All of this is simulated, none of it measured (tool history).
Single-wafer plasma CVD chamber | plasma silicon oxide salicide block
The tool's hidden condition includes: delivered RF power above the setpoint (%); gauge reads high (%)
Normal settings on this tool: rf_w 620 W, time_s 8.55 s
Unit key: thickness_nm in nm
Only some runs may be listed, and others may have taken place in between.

run    hour  rf_w  time_s  wafers since the last listed run  hours since the last RF generator calibration  hours since the showerhead was replaced  hours since the gauge calibration  read-back reference wafer on the same gauge, thickness_nm  thickness_nm
  1       0   620    8.55                                 0                                          862.5                                   3410.9                               1469                                                     62.991        76.153
  2    51.7   695    8.55                              1024                                          914.2                                   3462.6                             1520.7                                                      63.02        78.578
      109.6  -- RF generator calibrated
  3   118.4   620    8.55                              1162                                            8.8                                   3529.3                             1587.4                                                     62.957        77.531
  4   186.5   620    8.55                              1348                                           76.9                                   3597.4                             1655.5                                                     63.049         77.61
  5   232.8   620    8.55                               917                                          123.2                                   3643.7                             1701.8                                                     62.995        77.101
  6   275.5   525    9.32                               845                                          165.9                                   3686.4                             1744.5                                                     63.031         80.22
  7   313.7   525    9.32                               756                                          204.1                                   3724.6                             1782.7                                                     63.044        79.889
  8   357.8   525    9.32                               873                                          248.2                                   3768.7                             1826.8                                                     62.945        80.239
  9   392.4   620    8.55                               685                                          282.8                                   3803.3                             1861.4                                                     62.962        76.697
 10   449.2   550    7.82                              1125                                          339.6                                   3860.1                             1918.2                                                     62.909        68.217
 11   502.2   620    9.41                              1049                                          392.6                                   3913.1                             1971.2                                                     63.023        84.536
 12   544.6   620    9.17                               839                                            435                                   3955.5                             2013.6                                                     63.044        82.278
 13     575   620    9.17                               602                                          465.4                                   3985.9                               2044                                                     63.037        82.623
 14   616.9   620    9.17                               829                                          507.3                                   4027.8                             2085.9                                                     63.096        82.094
 15   649.8   620    8.55                               651                                          540.2                                   4060.7                             2118.8                                                      63.04        76.564
 16   693.6   620    8.55                               867                                            584                                   4104.5                             2162.6                                                     62.955        76.747
 17   733.1   620    8.55                               782                                          623.5                                     4144                             2202.1                                                     62.973        76.465
 18   785.2   620    8.55                              1031                                          675.6                                   4196.1                             2254.2                                                     62.959        76.278
 19   853.5   660    7.47                              1352                                          743.9                                   4264.4                             2322.5                                                     62.911        67.586
 20   887.8   660    7.47                               679                                          778.2                                   4298.7                             2356.8                                                     63.006        67.727
      943.1  -- RF generator calibrated
 21   943.6   660    7.47                               946                                            0.5                                   4354.5                             2412.6                                                     63.056        69.778
 22   976.1   660    7.47                               643                                             33                                     4387                             2445.1                                                     62.998        69.343
 23  1029.5   590    9.49                              1057                                           86.4                                   4440.4                             2498.5                                                     62.952        85.422
 24  1070.4   695   10.09                               810                                          127.3                                   4481.3                             2539.4                                                     62.993        94.648
     1117.1  -- gauge calibrated
 25    1140   620    8.55                              1378                                          196.9                                   4550.9                               22.9                                                     62.958         77.64
 26  1185.6   525   10.14                               903                                          242.5                                   4596.5                               68.5                                                     62.999        88.083
 27  1246.5   745    7.42                              1206                                          303.4                                   4657.4                              129.4                                                     62.969        70.913
 28  1285.2   620    8.55                               766                                          342.1                                   4696.1                              168.1                                                     63.016        77.293
 29  1326.1   740    9.65                               810                                            383                                     4737                                209                                                     62.959        91.308
     1337.9  -- showerhead replaced, of another model than before
 30  1379.6   620    8.55                               901                                          436.5                                     41.7                              262.5                                                     62.924        76.402
 31  1428.3   695    8.55                               964                                          485.2                                     90.4                              311.2                                                     63.041        80.324
 32  1490.6   565    8.55                              1233                                          547.5                                    152.7                              373.5                                                     63.016        73.202
 33  1553.1   710    7.84                              1237                                            610                                    215.2                                436                                                     63.003        74.135
 34  1624.1   620     9.5                              1406                                            681                                    286.2                                507                                                     62.937        84.549
 35  1663.8   560    9.53                               786                                          720.7                                    325.9                              546.7                                                     63.027        80.649
 36  1723.3   620    8.55                              1178                                          780.2                                    385.4                              606.2                                                     62.951        75.107
 37  1784.3   740    9.65                              1208                                          841.2                                    446.4                              667.2                                                     62.944        92.217
 38    1852   730    8.55                              1340                                          908.9                                    514.1                              734.9                                                     62.939        81.053
 39  1893.5   530    6.88                               821                                          950.4                                    555.6                              776.4                                                     62.955        56.131
 40  1930.9   530    6.88                               740                                          987.8                                      593                              813.8                                                     62.964        56.039
       1975  -- RF generator calibrated
 41  1975.5   620    9.16                               724                                            0.5                                    637.6                              858.4                                                     62.928         83.27
 42  2012.1   515    9.97                               724                                           37.1                                    674.2                                895                                                     62.984        82.997
 43  2076.6   530    9.87                              1277                                          101.6                                    738.7                              959.5                                                     62.941        83.147

5 options for the next run, each taken on its own from the tool as it stands now. Forecast them:
  A  2077   555    8.55                                 7                                            102                                    739.1                              959.9                                                          ?             ?
  B  2077   680    7.51                                 7                                            102                                    739.1                              959.9                                                          ?             ?
  C  2077   505    7.59                                 7                                            102                                    739.1                              959.9                                                          ?             ?
  D  2077   540    8.55                                 7                                            102                                    739.1                              959.9                                                          ?             ?
  E  2077   495   10.06                                 7                                            102                                    739.1                              959.9                                                          ?             ?

run  read-back reference wafer on the same gauge, thickness_nm  thickness_nm
  A                                                     63.042        73.699
  B                                                     63.042        70.988
  C                                                     63.042        62.443
  D                                                     63.042        72.729
  E                                                     63.042        81.919
Stripped of hidden state, with their random variation kept, the same runs would have yielded:
run  thickness_nm
  A        74.112
  B        71.386
  C        62.793
  D        73.137
  E        82.378

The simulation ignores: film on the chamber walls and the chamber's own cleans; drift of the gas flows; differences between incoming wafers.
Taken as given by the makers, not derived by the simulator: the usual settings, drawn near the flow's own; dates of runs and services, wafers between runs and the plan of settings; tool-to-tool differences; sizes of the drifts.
